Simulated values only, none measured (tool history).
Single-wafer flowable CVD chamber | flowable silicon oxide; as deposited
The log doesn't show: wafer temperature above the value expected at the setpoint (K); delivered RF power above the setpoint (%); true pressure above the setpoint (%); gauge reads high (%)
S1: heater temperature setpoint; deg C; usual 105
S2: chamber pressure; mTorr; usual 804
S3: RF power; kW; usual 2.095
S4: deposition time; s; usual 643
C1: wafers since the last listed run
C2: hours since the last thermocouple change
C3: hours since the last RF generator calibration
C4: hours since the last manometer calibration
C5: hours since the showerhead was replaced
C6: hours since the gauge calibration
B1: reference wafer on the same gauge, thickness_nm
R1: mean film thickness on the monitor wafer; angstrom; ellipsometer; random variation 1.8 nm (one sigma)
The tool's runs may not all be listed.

| run | hour | S1 | S2 | S3 | S4 | C1 | C2 | C3 | C4 | C5 | C6 | B1 | R1 |
|---|---|---|---|---|---|---|---|---|---|---|---|---|---|
| 1 | 0 | 100 | 804 | 2.095 | 643 | 0 | 1400.3 | 1612.8 | 1490.8 | 2309.2 | 681.6 | 365.704 | 3620.8 |
| 2 | 55 | 100 | 804 | 2.095 | 643 | 182 | 1455.3 | 1667.8 | 1545.8 | 2364.2 | 736.6 | 365.743 | 3620.56 |
| 3 | 134.2 | 105 | 804 | 2.095 | 643 | 262 | 1534.5 | 1747 | 1625 | 2443.4 | 815.8 | 365.993 | 3062.12 |
| 4 | 185.5 | 105 | 804 | 2.095 | 643 | 169 | 1585.8 | 1798.3 | 1676.3 | 2494.7 | 867.1 | 366.076 | 3090.17 |
| 5 | 243.8 | 105 | 804 | 2.215 | 733 | 193 | 1644.1 | 1856.6 | 1734.6 | 2553 | 925.4 | 366.065 | 3571.12 |
| 6 | 296.6 | 105 | 804 | 2.215 | 733 | 174 | 1696.9 | 1909.4 | 1787.4 | 2605.8 | 978.2 | 366.066 | 3554.8 |
| 7 | 364.3 | 105 | 804 | 2.095 | 643 | 224 | 1764.6 | 1977.1 | 1855.1 | 2673.5 | 1045.9 | 365.356 | 3066.43 |
| 8 | 453.8 | 105 | 804 | 2.095 | 643 | 296 | 1854.1 | 2066.6 | 1944.6 | 2763 | 1135.4 | 365.619 | 3074.48 |
| 9 | 561.5 | 105 | 804 | 2.095 | 643 | 356 | 1961.8 | 2174.3 | 2052.3 | 2870.7 | 1243.1 | 365.981 | 3090.64 |
| 10 | 654 | 105 | 804 | 2.095 | 643 | 306 | 2054.3 | 2266.8 | 2144.8 | 2963.2 | 1335.6 | 365.788 | 3081.83 |
|  | 674.6 | RF generator calibrated |
| 11 | 760.1 | 105 | 804 | 2.095 | 643 | 324 | 2160.4 | 85.5 | 2250.9 | 3069.3 | 1441.7 | 366.357 | 3066.64 |
|  | 933.3 | gauge calibrated |
|  | 981.6 | capacitance manometer re-zeroed and calibrated |
| 12 | 989.1 | 96 | 804 | 2.095 | 643 | 731 | 2389.4 | 314.5 | 7.5 | 3298.3 | 55.8 | 365.77 | 4294.46 |
| 13 | 1219.5 | 105 | 804 | 2.355 | 643 | 762 | 2619.8 | 544.9 | 237.9 | 3528.7 | 286.2 | 366.116 | 3291.58 |
|  | 1235.6 | showerhead replaced |
| 14 | 1268 | 105 | 804 | 2.095 | 643 | 134 | 2668.3 | 593.4 | 286.4 | 32.4 | 334.7 | 366.079 | 3230.05 |
|  | 1299.4 | thermocouple changed; heater temperature recalibrated |
| 15 | 1326.1 | 105 | 804 | 1.73 | 754 | 165 | 26.7 | 651.5 | 344.5 | 90.5 | 392.8 | 365.763 | 3602.61 |
| 16 | 1400 | 112 | 893 | 1.895 | 766 | 244 | 100.6 | 725.4 | 418.4 | 164.4 | 466.7 | 366.252 | 3354.83 |
| 17 | 1489.1 | 99 | 751 | 1.965 | 643 | 295 | 189.7 | 814.5 | 507.5 | 253.5 | 555.8 | 366.017 | 3565.24 |
| 18 | 1573.3 | 112 | 935 | 1.96 | 583 | 278 | 273.9 | 898.7 | 591.7 | 337.7 | 640 | 366.01 | 2655.64 |
| 19 | 1632.8 | 101 | 804 | 2.095 | 643 | 197 | 333.4 | 958.2 | 651.2 | 397.2 | 699.5 | 366.178 | 3604.13 |
| 20 | 1722.1 | 105 | 804 | 2.095 | 643 | 295 | 422.7 | 1047.5 | 740.5 | 486.5 | 788.8 | 366.121 | 3143.18 |
| 21 | 1768.4 | 105 | 804 | 2.095 | 563 | 153 | 469 | 1093.8 | 786.8 | 532.8 | 835.1 | 365.863 | 2775.21 |
| 22 | 1822.8 | 95 | 712 | 1.73 | 643 | 180 | 523.4 | 1148.2 | 841.2 | 587.2 | 889.5 | 366.235 | 3738.24 |
| 23 | 1915.3 | 105 | 804 | 2.51 | 596 | 306 | 615.9 | 1240.7 | 933.7 | 679.7 | 982 | 365.786 | 2996.17 |
| 24 | 2075 | 105 | 661 | 1.825 | 643 | 528 | 775.6 | 1400.4 | 1093.4 | 839.4 | 1141.7 | 366.056 | 2525.88 |

4 ways to go on from here, each from the tool as it stands after run 24. What would each give?
| A | 2075.6 | 105 | 804 | 2.095 | 643 | 1 | 776.2 | 1401 | 1094 | 840 | 1142.3 | ? | ? |
| B | 2075.6 | 105 | 657 | 2.095 | 683 | 1 | 776.2 | 1401 | 1094 | 840 | 1142.3 | ? | ? |
| C | 2075.6 | 109 | 804 | 1.695 | 705 | 1 | 776.2 | 1401 | 1094 | 840 | 1142.3 | ? | ? |
| D | 2075.6 | 105 | 804 | 2.095 | 586 | 1 | 776.2 | 1401 | 1094 | 840 | 1142.3 | ? | ? |

| run | B1 | R1 |
|---|---|---|
| A | 366.418 | 3118.99 |
| B | 366.418 | 2702.5 |
| C | 366.418 | 2908.97 |
| D | 366.418 | 2842.5 |
Without the tool's hidden state the same runs would have given:
| run | R1 |
|---|---|
| A | 3202.28 |
| B | 2777.73 |
| C | 2986.66 |
| D | 2918.41 |

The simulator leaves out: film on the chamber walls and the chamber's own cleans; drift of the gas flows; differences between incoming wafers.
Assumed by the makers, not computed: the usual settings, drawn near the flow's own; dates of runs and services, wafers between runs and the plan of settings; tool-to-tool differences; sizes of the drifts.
